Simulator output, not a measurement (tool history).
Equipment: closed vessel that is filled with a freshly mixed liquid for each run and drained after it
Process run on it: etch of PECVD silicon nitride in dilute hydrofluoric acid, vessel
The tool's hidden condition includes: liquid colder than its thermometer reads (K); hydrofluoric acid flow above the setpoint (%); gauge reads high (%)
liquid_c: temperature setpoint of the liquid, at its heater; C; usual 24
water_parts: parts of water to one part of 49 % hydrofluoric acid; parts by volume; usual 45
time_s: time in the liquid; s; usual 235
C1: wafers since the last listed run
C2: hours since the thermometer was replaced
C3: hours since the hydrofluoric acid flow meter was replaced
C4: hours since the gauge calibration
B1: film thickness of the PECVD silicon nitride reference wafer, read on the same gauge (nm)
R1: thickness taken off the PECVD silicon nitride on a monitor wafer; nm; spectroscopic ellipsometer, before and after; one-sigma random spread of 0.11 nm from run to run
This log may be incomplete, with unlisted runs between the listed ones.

run 1 hour=0 | liquid_c=24 water_parts=30 time_s=235 | C1=0 C2=790.3 C3=314.3 C4=372 | B1=109.98 | R1=23.61
run 2 hour=10.7 | liquid_c=24 water_parts=45 time_s=235 | C1=1069 C2=801 C3=325 C4=382.7 | B1=109.95 | R1=15.86
run 3 hour=25.9 | liquid_c=24 water_parts=45 time_s=235 | C1=1518 C2=816.2 C3=340.2 C4=397.9 | B1=110 | R1=15.87
run 4 hour=38 | liquid_c=24 water_parts=45 time_s=235 | C1=1208 C2=828.3 C3=352.3 C4=410 | B1=109.98 | R1=15.92
run 5 hour=51.6 | liquid_c=24 water_parts=45 time_s=235 | C1=1358 C2=841.9 C3=365.9 C4=423.6 | B1=110.01 | R1=15.96
run 6 hour=87.5 | liquid_c=24 water_parts=45 time_s=235 | C1=3586 C2=877.8 C3=401.8 C4=459.5 | B1=110 | R1=15.79
run 7 hour=102.7 | liquid_c=24 water_parts=45 time_s=235 | C1=1518 C2=893 C3=417 C4=474.7 | B1=109.98 | R1=15.88
run 8 hour=114.8 | liquid_c=24 water_parts=45 time_s=235 | C1=1208 C2=905.1 C3=429.1 C4=486.8 | B1=110.02 | R1=15.89
run 9 hour=126.7 | liquid_c=24 water_parts=45 time_s=235 | C1=1188 C2=917 C3=441 C4=498.7 | B1=109.97 | R1=15.97
run 10 hour=136.4 | liquid_c=24 water_parts=45 time_s=235 | C1=969 C2=926.7 C3=450.7 C4=508.4 | B1=109.98 | R1=15.74
run 11 hour=143.9 | liquid_c=24 water_parts=45 time_s=235 | C1=749 C2=934.2 C3=458.2 C4=515.9 | B1=110.01 | R1=15.71
-- hour=157.6 thermometer replaced
run 12 hour=158.1 | liquid_c=24 water_parts=45 time_s=235 | C1=1318 C2=0.5 C3=472.4 C4=530.1 | B1=110.01 | R1=15.79
run 13 hour=165.6 | liquid_c=26.5 water_parts=45 time_s=235 | C1=749 C2=8 C3=479.9 C4=537.6 | B1=109.96 | R1=18.71
-- hour=175 gauge calibrated
run 14 hour=177.7 | liquid_c=26.5 water_parts=45 time_s=235 | C1=1208 C2=20.1 C3=492 C4=2.7 | B1=109.99 | R1=18.51
run 15 hour=186 | liquid_c=24 water_parts=45 time_s=235 | C1=829 C2=28.4 C3=500.3 C4=11 | B1=109.96 | R1=16.07
run 16 hour=200.9 | liquid_c=22 water_parts=45 time_s=235 | C1=1488 C2=43.3 C3=515.2 C4=25.9 | B1=110.01 | R1=13.93
run 17 hour=206.9 | liquid_c=28.5 water_parts=30 time_s=295 | C1=599 C2=49.3 C3=521.2 C4=31.9 | B1=109.98 | R1=39.78
run 18 hour=218.7 | liquid_c=24 water_parts=30 time_s=160 | C1=1178 C2=61.1 C3=533 C4=43.7 | B1=110.05 | R1=15.95
-- hour=230 hydrofluoric acid flow meter replaced
run 19 hour=230.7 | liquid_c=22.5 water_parts=55 time_s=170 | C1=1098 C2=73.1 C3=0.7 C4=55.7 | B1=109.97 | R1=8.61
run 20 hour=247.4 | liquid_c=24 water_parts=60 time_s=370 | C1=1668 C2=89.8 C3=17.4 C4=72.4 | B1=109.96 | R1=18.79
run 21 hour=257.2 | liquid_c=24 water_parts=45 time_s=235 | C1=979 C2=99.6 C3=27.2 C4=82.2 | B1=109.98 | R1=15.93
run 22 hour=272.3 | liquid_c=24 water_parts=45 time_s=235 | C1=1508 C2=114.7 C3=42.3 C4=97.3 | B1=109.96 | R1=15.65
run 23 hour=282.7 | liquid_c=22 water_parts=45 time_s=140 | C1=1039 C2=125.1 C3=52.7 C4=107.7 | B1=109.94 | R1=8.28
run 24 hour=290.3 | liquid_c=24 water_parts=35 time_s=235 | C1=759 C2=132.7 C3=60.3 C4=115.3 | B1=110 | R1=20.1
run 25 hour=297.2 | liquid_c=22.5 water_parts=35 time_s=350 | C1=689 C2=139.6 C3=67.2 C4=122.2 | B1=110.05 | R1=27.48
run 26 hour=303.7 | liquid_c=26.5 water_parts=45 time_s=345 | C1=649 C2=146.1 C3=73.7 C4=128.7 | B1=110.02 | R1=27.4
run 27 hour=311.9 | liquid_c=24 water_parts=50 time_s=235 | C1=819 C2=154.3 C3=81.9 C4=136.9 | B1=110.02 | R1=14.26
run 28 hour=325.8 | liquid_c=24 water_parts=45 time_s=235 | C1=1388 C2=168.2 C3=95.8 C4=150.8 | B1=110.02 | R1=15.9
run 29 hour=335.3 | liquid_c=24 water_parts=35 time_s=335 | C1=949 C2=177.7 C3=105.3 C4=160.3 | B1=109.97 | R1=28.8
run 30 hour=344.5 | liquid_c=24 water_parts=65 time_s=235 | C1=919 C2=186.9 C3=114.5 C4=169.5 | B1=110.02 | R1=10.87
run 31 hour=358.1 | liquid_c=27.5 water_parts=30 time_s=280 | C1=1358 C2=200.5 C3=128.1 C4=183.1 | B1=109.97 | R1=35.41
run 32 hour=369.7 | liquid_c=24 water_parts=40 time_s=235 | C1=1158 C2=212.1 C3=139.7 C4=194.7 | B1=109.99 | R1=17.76

What if the next run were any one of these 4? Each begins from the tool's condition after run 32:
run A hour=370.4 | liquid_c=22.5 water_parts=45 time_s=235 | C1=69 C2=212.8 C3=140.4 C4=195.4 | B1=? | R1=?
run B hour=370.4 | liquid_c=28 water_parts=30 time_s=180 | C1=69 C2=212.8 C3=140.4 C4=195.4 | B1=? | R1=?
run C hour=370.4 | liquid_c=19.5 water_parts=25 time_s=235 | C1=69 C2=212.8 C3=140.4 C4=195.4 | B1=? | R1=?
run D hour=370.4 | liquid_c=24 water_parts=35 time_s=185 | C1=69 C2=212.8 C3=140.4 C4=195.4 | B1=? | R1=?

run=A B1=109.97 R1=14.45
run=B B1=109.97 R1=23.78
run=C B1=109.97 R1=20.7
run=D B1=109.97 R1=16.09
The same runs, with their run-to-run variation unchanged, on a tool lacking any hidden condition would have given:
run=A R1=14.45
run=B R1=23.78
run=C R1=20.7
run=D R1=16.09
